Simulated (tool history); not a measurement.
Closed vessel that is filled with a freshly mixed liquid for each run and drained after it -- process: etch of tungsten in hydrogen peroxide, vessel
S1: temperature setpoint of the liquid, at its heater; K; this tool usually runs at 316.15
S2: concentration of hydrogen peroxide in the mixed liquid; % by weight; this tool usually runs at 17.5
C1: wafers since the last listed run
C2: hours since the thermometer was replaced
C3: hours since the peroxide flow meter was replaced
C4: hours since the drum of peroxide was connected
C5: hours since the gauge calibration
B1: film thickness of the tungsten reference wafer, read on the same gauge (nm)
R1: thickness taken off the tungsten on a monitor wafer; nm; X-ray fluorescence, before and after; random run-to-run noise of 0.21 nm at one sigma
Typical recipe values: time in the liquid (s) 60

{"run": 1, "day": 0.0, "S1": 316.15, "S2": 17.5, "time in the liquid (s)": 60, "C1": 0, "C2": 578.3, "C3": 59.6, "C4": 219.1, "C5": 158.7, "B1": 30.21, "R1": 32.43}
{"run": 2, "day": 2.242, "S1": 316.15, "S2": 17.5, "time in the liquid (s)": 60, "C1": 5686, "C2": 632.1, "C3": 113.4, "C4": 272.9, "C5": 212.5, "B1": 30.18, "R1": 32.49}
{"day": 8.183, "done": "thermometer replaced"}
{"run": 3, "day": 15.721, "S1": 321.15, "S2": 17.5, "time in the liquid (s)": 60, "C1": 34086, "C2": 180.9, "C3": 436.9, "C4": 596.4, "C5": 536, "B1": 30.4, "R1": 44.88}
{"run": 4, "day": 18.808, "S1": 321.15, "S2": 17.5, "time in the liquid (s)": 60, "C1": 7832, "C2": 255, "C3": 511, "C4": 670.5, "C5": 610.1, "B1": 30.47, "R1": 45.34}
{"run": 5, "day": 23.146, "S1": 316.15, "S2": 17.5, "time in the liquid (s)": 60, "C1": 11002, "C2": 359.1, "C3": 615.1, "C4": 774.6, "C5": 714.2, "B1": 30.53, "R1": 32.51}
{"run": 6, "day": 27.129, "S1": 316.15, "S2": 17.5, "time in the liquid (s)": 60, "C1": 10104, "C2": 454.7, "C3": 710.7, "C4": 870.2, "C5": 809.8, "B1": 30.56, "R1": 32.8}
{"run": 7, "day": 31.058, "S1": 316.15, "S2": 17.5, "time in the liquid (s)": 60, "C1": 9967, "C2": 549, "C3": 805, "C4": 964.5, "C5": 904.1, "B1": 30.58, "R1": 33.06}
{"run": 8, "day": 32.792, "S1": 316.15, "S2": 21, "time in the liquid (s)": 60, "C1": 4396, "C2": 590.6, "C3": 846.6, "C4": 1006.1, "C5": 945.7, "B1": 30.65, "R1": 36.39}
{"day": 33.05, "done": "new drum of peroxide connected"}
{"run": 9, "day": 35.362, "S1": 316.15, "S2": 18.5, "time in the liquid (s)": 60, "C1": 6415, "C2": 652.3, "C3": 908.3, "C4": 55.5, "C5": 1007.4, "B1": 30.63, "R1": 34.04}
{"run": 10, "day": 38.858, "S1": 316.15, "S2": 18.5, "time in the liquid (s)": 60, "C1": 8867, "C2": 736.2, "C3": 992.2, "C4": 139.4, "C5": 1091.3, "B1": 30.71, "R1": 34.17}
{"run": 11, "day": 40.838, "S1": 316.15, "S2": 17.5, "time in the liquid (s)": 60, "C1": 5020, "C2": 783.7, "C3": 1039.7, "C4": 186.9, "C5": 1138.8, "B1": 30.73, "R1": 33.31}
{"run": 12, "day": 43.542, "S1": 316.15, "S2": 17.5, "time in the liquid (s)": 70, "C1": 6859, "C2": 848.6, "C3": 1104.6, "C4": 251.8, "C5": 1203.7, "B1": 30.78, "R1": 38.69}
{"run": 13, "day": 46.238, "S1": 316.15, "S2": 17.5, "time in the liquid (s)": 60, "C1": 6838, "C2": 913.3, "C3": 1169.3, "C4": 316.5, "C5": 1268.4, "B1": 30.88, "R1": 33.32}
{"day": 48.312, "done": "thermometer replaced"}
{"day": 49.25, "done": "peroxide flow meter replaced"}
{"run": 14, "day": 49.429, "S1": 316.15, "S2": 17.5, "time in the liquid (s)": 75, "C1": 7884, "C2": 26.8, "C3": 4.3, "C4": 393.1, "C5": 1345, "B1": 30.9, "R1": 41.37}
{"run": 15, "day": 53.862, "S1": 316.15, "S2": 13.5, "time in the liquid (s)": 35, "C1": 11245, "C2": 133.2, "C3": 110.7, "C4": 499.5, "C5": 1451.4, "B1": 30.99, "R1": 17.23}
{"run": 16, "day": 56.038, "S1": 316.15, "S2": 16, "time in the liquid (s)": 60, "C1": 5517, "C2": 185.4, "C3": 162.9, "C4": 551.7, "C5": 1503.6, "B1": 31.02, "R1": 32}
{"run": 17, "day": 59.979, "S1": 324.65, "S2": 16, "time in the liquid (s)": 30, "C1": 9998, "C2": 280, "C3": 257.5, "C4": 646.3, "C5": 1598.2, "B1": 31.01, "R1": 26.94}
{"day": 62.4, "done": "gauge calibrated"}
{"run": 18, "day": 62.838, "S1": 325.15, "S2": 19, "time in the liquid (s)": 30, "C1": 7250, "C2": 348.6, "C3": 326.1, "C4": 714.9, "C5": 10.5, "B1": 29.98, "R1": 29.75}
{"run": 19, "day": 64.525, "S1": 310.15, "S2": 14.5, "time in the liquid (s)": 50, "C1": 4280, "C2": 389.1, "C3": 366.6, "C4": 755.4, "C5": 51, "B1": 29.94, "R1": 16.5}
{"run": 20, "day": 67.6, "S1": 316.15, "S2": 17.5, "time in the liquid (s)": 60, "C1": 7800, "C2": 462.9, "C3": 440.4, "C4": 829.2, "C5": 124.8, "B1": 30.01, "R1": 32.33}
{"run": 21, "day": 71.479, "S1": 323.15, "S2": 16, "time in the liquid (s)": 90, "C1": 9840, "C2": 556, "C3": 533.5, "C4": 922.3, "C5": 217.9, "B1": 30.03, "R1": 71.66}
{"day": 75.592, "done": "new drum of peroxide connected"}
{"run": 22, "day": 83.858, "S1": 316.15, "S2": 17.5, "time in the liquid (s)": 60, "C1": 31296, "C2": 853.1, "C3": 830.6, "C4": 198.4, "C5": 515, "B1": 30.25, "R1": 32.49}
{"day": 87.367, "done": "thermometer replaced"}
{"run": 23, "day": 88.317, "S1": 309.65, "S2": 16, "time in the liquid (s)": 45, "C1": 11203, "C2": 22.8, "C3": 937.6, "C4": 305.4, "C5": 622, "B1": 30.31, "R1": 15.28}
{"run": 24, "day": 90.229, "S1": 320.15, "S2": 17.5, "time in the liquid (s)": 60, "C1": 4851, "C2": 68.7, "C3": 983.5, "C4": 351.3, "C5": 667.9, "B1": 30.33, "R1": 42.07}
{"run": 25, "day": 93.375, "S1": 325.15, "S2": 13.5, "time in the liquid (s)": 80, "C1": 7979, "C2": 144.2, "C3": 1059, "C4": 426.8, "C5": 743.4, "B1": 30.4, "R1": 67.45}
{"run": 26, "day": 101.788, "S1": 306.65, "S2": 13, "time in the liquid (s)": 35, "C1": 21339, "C2": 346.1, "C3": 1260.9, "C4": 628.7, "C5": 945.3, "B1": 30.48, "R1": 8.78}
{"run": 27, "day": 103.696, "S1": 325.65, "S2": 13.5, "time in the liquid (s)": 50, "C1": 4840, "C2": 391.9, "C3": 1306.7, "C4": 674.5, "C5": 991.1, "B1": 30.53, "R1": 43.7}
{"run": 28, "day": 105.617, "S1": 316.15, "S2": 17.5, "time in the liquid (s)": 60, "C1": 4872, "C2": 438, "C3": 1352.8, "C4": 720.6, "C5": 1037.2, "B1": 30.63, "R1": 33.03}

Consider 5 possible next runs. They are alternatives, not a sequence: every one starts from the tool as it was left by run 28. What does each give?
{"run": "A", "day": 105.646, "S1": 316.15, "S2": 17.5, "time in the liquid (s)": 60, "C1": 73, "C2": 438.7, "C3": 1353.5, "C4": 721.3, "C5": 1037.9, "B1": "?", "R1": "?"}
{"run": "B", "day": 105.646, "S1": 309.15, "S2": 19.5, "time in the liquid (s)": 60, "C1": 73, "C2": 438.7, "C3": 1353.5, "C4": 721.3, "C5": 1037.9, "B1": "?", "R1": "?"}
{"run": "C", "day": 105.646, "S1": 321.65, "S2": 17.5, "time in the liquid (s)": 60, "C1": 73, "C2": 438.7, "C3": 1353.5, "C4": 721.3, "C5": 1037.9, "B1": "?", "R1": "?"}
{"run": "D", "day": 105.646, "S1": 316.15, "S2": 17.5, "time in the liquid (s)": 30, "C1": 73, "C2": 438.7, "C3": 1353.5, "C4": 721.3, "C5": 1037.9, "B1": "?", "R1": "?"}
{"run": "E", "day": 105.646, "S1": 316.15, "S2": 22, "time in the liquid (s)": 85, "C1": 73, "C2": 438.7, "C3": 1353.5, "C4": 721.3, "C5": 1037.9, "B1": "?", "R1": "?"}

run=A B1=30.53 R1=32.79
run=B B1=30.53 R1=21.91
run=C B1=30.53 R1=46.31
run=D B1=30.53 R1=16.39
run=E B1=30.53 R1=52.08
Without the tool's hidden state the same runs would have given:
run=A R1=32.19
run=B R1=21.51
run=C R1=45.46
run=D R1=16.09
run=E R1=51.12
